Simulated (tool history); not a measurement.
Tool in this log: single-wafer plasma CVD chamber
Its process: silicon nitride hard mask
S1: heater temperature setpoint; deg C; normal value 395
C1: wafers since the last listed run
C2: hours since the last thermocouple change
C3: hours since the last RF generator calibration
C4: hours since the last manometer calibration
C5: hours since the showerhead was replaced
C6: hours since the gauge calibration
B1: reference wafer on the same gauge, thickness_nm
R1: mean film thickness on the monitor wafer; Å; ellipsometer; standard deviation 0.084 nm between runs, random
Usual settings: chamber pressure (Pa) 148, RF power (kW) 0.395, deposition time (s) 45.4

run 1 hour=0 | S1=395 chamber_pressure_(Pa)=148 RF_power_(kW)=0.395 deposition_time_(s)=45.4 | C1=0 C2=1507.4 C3=2008.5 C4=1522.4 C5=2402.9 C6=9.9 | B1=45.796 | R1=534.46
run 2 hour=7.3 | S1=395 chamber_pressure_(Pa)=148 RF_power_(kW)=0.395 deposition_time_(s)=45.4 | C1=113 C2=1514.7 C3=2015.8 C4=1529.7 C5=2410.2 C6=17.2 | B1=45.788 | R1=533.97
run 3 hour=14.5 | S1=395 chamber_pressure_(Pa)=148 RF_power_(kW)=0.395 deposition_time_(s)=45.4 | C1=111 C2=1521.9 C3=2023 C4=1536.9 C5=2417.4 C6=24.4 | B1=45.8 | R1=532.53
run 4 hour=21.1 | S1=395 chamber_pressure_(Pa)=148 RF_power_(kW)=0.395 deposition_time_(s)=45.4 | C1=102 C2=1528.5 C3=2029.6 C4=1543.5 C5=2424 C6=31 | B1=45.793 | R1=532.76
run 5 hour=37.1 | S1=395 chamber_pressure_(Pa)=148 RF_power_(kW)=0.395 deposition_time_(s)=45.4 | C1=247 C2=1544.5 C3=2045.6 C4=1559.5 C5=2440 C6=47 | B1=45.789 | R1=532.95
run 6 hour=47.4 | S1=395 chamber_pressure_(Pa)=148 RF_power_(kW)=0.395 deposition_time_(s)=49.3 | C1=159 C2=1554.8 C3=2055.9 C4=1569.8 C5=2450.3 C6=57.3 | B1=45.793 | R1=577.03
-- hour=71.4 thermocouple changed; heater temperature recalibrated
run 7 hour=71.9 | S1=395 chamber_pressure_(Pa)=148 RF_power_(kW)=0.395 deposition_time_(s)=49.3 | C1=255 C2=0.5 C3=2080.4 C4=1594.3 C5=2474.8 C6=81.8 | B1=45.8 | R1=577.26
run 8 hour=79.7 | S1=395 chamber_pressure_(Pa)=140 RF_power_(kW)=0.395 deposition_time_(s)=45.4 | C1=120 C2=8.3 C3=2088.2 C4=1602.1 C5=2482.6 C6=89.6 | B1=45.801 | R1=524.18
run 9 hour=93.9 | S1=395 chamber_pressure_(Pa)=148 RF_power_(kW)=0.395 deposition_time_(s)=45.4 | C1=219 C2=22.5 C3=2102.4 C4=1616.3 C5=2496.8 C6=103.8 | B1=45.805 | R1=531.4
run 10 hour=105.3 | S1=395 chamber_pressure_(Pa)=148 RF_power_(kW)=0.395 deposition_time_(s)=51.7 | C1=176 C2=33.9 C3=2113.8 C4=1627.7 C5=2508.2 C6=115.2 | B1=45.782 | R1=605.47
run 11 hour=122.8 | S1=386 chamber_pressure_(Pa)=132 RF_power_(kW)=0.395 deposition_time_(s)=45.4 | C1=270 C2=51.4 C3=2131.3 C4=1645.2 C5=2525.7 C6=132.7 | B1=45.797 | R1=516.39
-- hour=124.3 gauge calibrated
-- hour=138.5 RF generator calibrated
run 12 hour=139.9 | S1=400 chamber_pressure_(Pa)=167 RF_power_(kW)=0.47 deposition_time_(s)=36.7 | C1=140 C2=68.5 C3=1.4 C4=1662.3 C5=2542.8 C6=15.6 | B1=45.786 | R1=512.83
run 13 hour=155.7 | S1=395 chamber_pressure_(Pa)=148 RF_power_(kW)=0.395 deposition_time_(s)=45.4 | C1=244 C2=84.3 C3=17.2 C4=1678.1 C5=2558.6 C6=31.4 | B1=45.802 | R1=554.4

For run 14, what comes out?
-- hour=169.1 showerhead replaced
run 14 hour=169.6 | S1=407 chamber_pressure_(Pa)=157 RF_power_(kW)=0.325 deposition_time_(s)=45.4 | C1=91 C2=98.2 C3=31.1 C4=1692 C5=0.5 C6=45.3 | B1=? | R1=?

{"run 14": {"B1": 45.808, "R1": 492.41}}
Minus the tool's unlogged condition, the same run would have read R1 499.41 Å.

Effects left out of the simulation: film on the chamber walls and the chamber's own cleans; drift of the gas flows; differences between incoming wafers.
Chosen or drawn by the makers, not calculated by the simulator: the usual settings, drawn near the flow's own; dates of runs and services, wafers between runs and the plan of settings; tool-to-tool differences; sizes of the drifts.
